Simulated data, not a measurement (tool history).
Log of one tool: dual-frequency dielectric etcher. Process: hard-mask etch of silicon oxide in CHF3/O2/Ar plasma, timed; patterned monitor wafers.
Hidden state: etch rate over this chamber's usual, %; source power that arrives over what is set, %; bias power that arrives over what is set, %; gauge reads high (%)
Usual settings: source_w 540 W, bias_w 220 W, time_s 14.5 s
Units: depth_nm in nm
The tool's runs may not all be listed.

run,hour,source_w,bias_w,time_s,wafers since the last listed run,hours since the last wet clean,hours since the last source power generator calibration,hours since the last bias power generator calibration,hours since the last upper electrode change,hours since the gauge calibration,"read-back reference wafer on the same gauge, depth_nm",depth_nm
1,0.0,540,202,14.5,0,121.9,4232.7,1687.1,4809.2,127.2,23.59,26.15
2,15.0,540,202,14.5,185,136.9,4247.7,1702.1,4824.2,142.2,23.62,26.21
3,50.1,580,203,14.5,434,172.0,4282.8,1737.2,4859.3,177.3,23.62,27.43
4,84.7,580,203,14.5,428,206.6,4317.4,1771.8,4893.9,211.9,23.64,27.47
5,105.2,580,203,14.5,253,227.1,4337.9,1792.3,4914.4,232.4,23.65,27.37
6,127.1,540,220,17.5,271,249.0,4359.8,1814.2,4936.3,254.3,23.66,32.65
# hour 130.7: gauge calibrated
7,139.3,540,199,14.5,151,261.2,4372.0,1826.4,4948.5,8.6,23.43,25.94
8,168.2,540,199,14.5,358,290.1,4400.9,1855.3,4977.4,37.5,23.48,25.84
# hour 180.3: bias power generator calibrated
9,196.5,540,220,14.5,301,318.4,4429.2,16.2,5005.7,65.8,23.54,26.91
10,216.0,540,220,14.5,241,337.9,4448.7,35.7,5025.2,85.3,23.55,27.12
# hour 233.9: source power generator calibrated
11,247.3,540,202,17.0,338,369.2,13.4,67.0,5056.5,116.6,23.59,30.77
# hour 294.3: upper electrode replaced
12,294.8,480,220,14.5,291,416.7,60.9,114.5,0.5,164.1,23.62,25.22
13,304.5,540,220,14.5,120,426.4,70.6,124.2,10.2,173.8,23.64,27.02
14,326.9,540,220,18.0,277,448.8,93.0,146.6,32.6,196.2,23.64,33.60
15,359.4,430,201,18.0,402,481.3,125.5,179.1,65.1,228.7,23.64,28.08
# hour 375.0: gauge calibrated
16,379.0,540,194,16.0,242,500.9,145.1,198.7,84.7,4.0,23.40,28.18
# hour 408.7: wet clean of the chamber
17,409.2,460,193,12.0,76,0.5,175.3,228.9,114.9,34.2,23.47,19.11
18,428.3,580,220,18.5,236,19.6,194.4,248.0,134.0,53.3,23.52,35.90
19,455.9,630,180,17.5,341,47.2,222.0,275.6,161.6,80.9,23.55,33.07
20,470.2,540,220,14.5,177,61.5,236.3,289.9,175.9,95.2,23.56,27.06
21,500.0,540,204,10.0,369,91.3,266.1,319.7,205.7,125.0,23.59,18.08

Forecast run 22:
22,527.5,410,174,16.5,340,118.8,293.6,347.2,233.2,152.5,?,?

read-back reference wafer on the same gauge, depth_nm: 23.62
depth_nm: 23.39 nm
Without the tool's hidden state the same run would have given depth_nm 23.18 nm.
